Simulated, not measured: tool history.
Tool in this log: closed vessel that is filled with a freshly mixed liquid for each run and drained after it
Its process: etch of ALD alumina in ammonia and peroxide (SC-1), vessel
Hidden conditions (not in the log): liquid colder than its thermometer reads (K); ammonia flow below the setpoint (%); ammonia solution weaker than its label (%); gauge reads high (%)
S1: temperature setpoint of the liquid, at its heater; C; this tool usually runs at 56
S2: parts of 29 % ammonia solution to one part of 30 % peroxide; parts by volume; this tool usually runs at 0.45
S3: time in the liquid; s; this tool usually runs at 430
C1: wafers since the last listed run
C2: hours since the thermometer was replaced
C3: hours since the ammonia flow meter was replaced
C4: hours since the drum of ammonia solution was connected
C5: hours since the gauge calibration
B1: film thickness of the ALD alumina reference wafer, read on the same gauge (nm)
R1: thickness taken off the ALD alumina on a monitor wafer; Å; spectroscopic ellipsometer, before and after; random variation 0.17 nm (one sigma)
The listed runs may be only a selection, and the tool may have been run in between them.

| run | hour | S1 | S2 | S3 | C1 | C2 | C3 | C4 | C5 | B1 | R1 |
|---|---|---|---|---|---|---|---|---|---|---|---|
| 1 | 0 | 63.5 | 0.45 | 430 | 0 | 1964.1 | 1554 | 364.3 | 126.7 | 30 | 564.6 |
| 2 | 11.3 | 58.5 | 0.55 | 430 | 1165 | 1975.4 | 1565.3 | 375.6 | 138 | 30.01 | 443.3 |
| 3 | 19.7 | 58.5 | 0.55 | 430 | 866 | 1983.8 | 1573.7 | 384 | 146.4 | 30.01 | 443.5 |
| 4 | 28.6 | 56 | 0.45 | 430 | 918 | 1992.7 | 1582.6 | 392.9 | 155.3 | 30 | 379.8 |
| 5 | 42.4 | 56 | 0.45 | 430 | 1423 | 2006.5 | 1596.4 | 406.7 | 169.1 | 29.99 | 381.1 |
| 6 | 48.9 | 56 | 0.45 | 430 | 670 | 2013 | 1602.9 | 413.2 | 175.6 | 30.01 | 380 |
| 7 | 60.7 | 56 | 0.45 | 430 | 1217 | 2024.8 | 1614.7 | 425 | 187.4 | 29.99 | 380.2 |
| 8 | 69.2 | 56 | 0.45 | 430 | 876 | 2033.3 | 1623.2 | 433.5 | 195.9 | 30.02 | 380.9 |
| 9 | 86 | 56 | 0.45 | 345 | 1732 | 2050.1 | 1640 | 450.3 | 212.7 | 30 | 303 |
| 10 | 93.3 | 56 | 0.45 | 345 | 752 | 2057.4 | 1647.3 | 457.6 | 220 | 29.99 | 303.6 |
| 11 | 108.6 | 56 | 0.45 | 345 | 1578 | 2072.7 | 1662.6 | 472.9 | 235.3 | 30 | 303 |
| 12 | 118.2 | 61.5 | 0.45 | 250 | 990 | 2082.3 | 1672.2 | 482.5 | 244.9 | 29.99 | 295.7 |
| 13 | 128.4 | 52 | 0.45 | 430 | 1052 | 2092.5 | 1682.4 | 492.7 | 255.1 | 30.01 | 303 |
|  | 141.2 | new drum of ammonia solution connected |
|  | 169 | gauge calibrated |
| 14 | 170.4 | 48.5 | 0.35 | 280 | 4229 | 2134.5 | 1724.4 | 29.2 | 1.4 | 30.01 | 158.6 |
| 15 | 186.7 | 56 | 0.45 | 345 | 1681 | 2150.8 | 1740.7 | 45.5 | 17.7 | 29.99 | 301.9 |
| 16 | 192.7 | 56 | 0.45 | 255 | 618 | 2156.8 | 1746.7 | 51.5 | 23.7 | 29.99 | 223.7 |
|  | 199 | thermometer replaced |
| 17 | 207.6 | 61.5 | 0.45 | 430 | 1433 | 8.6 | 1761.6 | 66.4 | 38.6 | 30 | 571.1 |
| 18 | 218.4 | 56 | 0.45 | 275 | 1114 | 19.4 | 1772.4 | 77.2 | 49.4 | 30.01 | 274.1 |
| 19 | 243.6 | 62.5 | 0.55 | 660 | 2599 | 44.6 | 1797.6 | 102.4 | 74.6 | 30 | 936.3 |
|  | 255.2 | ammonia flow meter replaced |
| 20 | 257.9 | 56 | 0.45 | 430 | 1371 | 58.9 | 2.7 | 116.7 | 88.9 | 30 | 429.7 |
| 21 | 273.8 | 56 | 0.45 | 430 | 1640 | 74.8 | 18.6 | 132.6 | 104.8 | 30 | 427.6 |
| 22 | 289.1 | 47.5 | 0.65 | 500 | 1578 | 90.1 | 33.9 | 147.9 | 120.1 | 29.99 | 325.5 |
| 23 | 298.2 | 62 | 0.4 | 530 | 938 | 99.2 | 43 | 157 | 129.2 | 30 | 718.2 |
| 24 | 306.2 | 56 | 0.45 | 430 | 825 | 107.2 | 51 | 165 | 137.2 | 29.99 | 429.2 |
| 25 | 317.4 | 56 | 0.6 | 430 | 1155 | 118.4 | 62.2 | 176.2 | 148.4 | 30.01 | 440.3 |
| 26 | 334.9 | 56 | 0.45 | 430 | 1805 | 135.9 | 79.7 | 193.7 | 165.9 | 30 | 426.9 |
| 27 | 345.6 | 56 | 0.25 | 325 | 1103 | 146.6 | 90.4 | 204.4 | 176.6 | 29.97 | 305.4 |
| 28 | 355.9 | 53.5 | 0.65 | 635 | 1062 | 156.9 | 100.7 | 214.7 | 186.9 | 30 | 570.9 |

Each row is a separate what-if for the run after 28, all from the same tool condition, not one after another. Results?
| A | 356.7 | 56 | 0.45 | 430 | 82 | 157.7 | 101.5 | 215.5 | 187.7 | ? | ? |
| B | 356.7 | 46.5 | 0.45 | 600 | 82 | 157.7 | 101.5 | 215.5 | 187.7 | ? | ? |
| C | 356.7 | 56 | 0.3 | 260 | 82 | 157.7 | 101.5 | 215.5 | 187.7 | ? | ? |
| D | 356.7 | 48 | 0.65 | 230 | 82 | 157.7 | 101.5 | 215.5 | 187.7 | ? | ? |
| E | 356.7 | 56 | 0.25 | 305 | 82 | 157.7 | 101.5 | 215.5 | 187.7 | ? | ? |

| run | B1 | R1 |
|---|---|---|
| A | 30 | 427.6 |
| B | 30 | 354.8 |
| C | 30 | 248.8 |
| D | 30 | 153.3 |
| E | 30 | 286.8 |
Stripped of hidden state, with their random variation kept, the same runs would have yielded:
| run | R1 |
|---|---|
| A | 437.4 |
| B | 363.5 |
| C | 254.5 |
| D | 157 |
| E | 293.4 |
